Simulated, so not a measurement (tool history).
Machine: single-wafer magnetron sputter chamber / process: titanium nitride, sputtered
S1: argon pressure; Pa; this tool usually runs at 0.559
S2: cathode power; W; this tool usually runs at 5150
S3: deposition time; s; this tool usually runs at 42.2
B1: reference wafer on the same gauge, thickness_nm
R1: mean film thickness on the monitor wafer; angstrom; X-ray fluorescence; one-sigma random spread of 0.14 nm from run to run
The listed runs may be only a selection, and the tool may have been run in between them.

run,hour,S1,S2,S3,B1,R1
1,0.0,0.487,5150,42.2,42.964,374.61
2,6.5,0.559,4500,46.2,42.954,355.12
3,18.1,0.559,4500,46.2,43.023,353.63
4,35.2,0.559,4500,46.2,43.000,355.33
5,48.4,0.559,5150,42.2,43.020,361.10
6,66.4,0.559,5150,42.2,43.029,359.74
# hour 84.5: magnet pack replaced
7,85.0,0.559,5150,42.2,42.971,360.36
8,94.1,0.559,5150,42.2,42.984,362.26
9,111.2,0.559,5150,42.2,42.992,359.98
# hour 127.0: sputter target and shields replaced
10,127.5,0.559,5150,42.2,42.999,357.75
11,127.9,0.559,5150,47.0,43.008,401.21
12,143.9,0.559,5150,47.0,42.942,402.43
13,155.4,0.559,5150,42.2,42.994,359.30
14,170.2,0.735,4600,34.5,43.003,250.68
15,181.6,0.357,6100,42.2,43.059,456.55
# hour 193.2: capacitance manometer re-zeroed and calibrated
16,193.7,0.559,4500,46.2,43.041,356.52
17,198.7,0.559,5150,42.2,42.981,361.53
18,216.5,0.559,5150,42.2,43.003,358.65
19,224.0,0.753,5850,37.4,43.000,326.48
20,233.9,0.559,5150,44.3,42.969,376.88
21,243.4,0.559,5150,42.2,43.013,361.31
22,251.3,0.499,5150,49.8,42.982,436.45
23,277.6,0.657,5150,42.2,43.017,343.01
# hour 290.9: gauge calibrated
24,294.6,0.559,4350,40.1,42.977,301.03
25,302.8,0.559,5150,47.0,43.006,401.82
26,319.3,0.642,6150,36.5,43.016,343.96
27,335.4,0.418,6150,42.2,43.028,442.64
28,349.9,0.700,5550,44.8,42.996,382.52
29,364.2,0.651,5500,37.2,42.996,322.61
30,373.9,0.440,5900,42.2,43.005,421.92
31,388.8,0.559,5150,42.2,42.967,357.80
32,402.2,0.559,5150,42.2,43.017,360.75
33,410.3,0.559,6300,39.0,42.917,390.55
# hour 422.8: sputter target and shields replaced
34,426.8,0.702,5750,44.5,42.969,390.03
35,443.4,0.416,5150,50.6,42.973,461.01

Consider 4 possible next runs. They are alternatives, not a sequence: every one starts from the tool as it was left by run 35. What does each give?
A,443.8,0.559,5150,42.2,?,?
B,443.8,0.438,4300,42.2,?,?
C,443.8,0.620,5150,42.2,?,?
D,443.8,0.369,6450,48.6,?,?

run,B1,R1
A,42.946,359.05
B,42.946,329.90
C,42.946,349.44
D,42.946,540.48
Had the tool no hidden state, the same runs would have come out as:
run,R1
A,359.05
B,329.90
C,349.44
D,540.48

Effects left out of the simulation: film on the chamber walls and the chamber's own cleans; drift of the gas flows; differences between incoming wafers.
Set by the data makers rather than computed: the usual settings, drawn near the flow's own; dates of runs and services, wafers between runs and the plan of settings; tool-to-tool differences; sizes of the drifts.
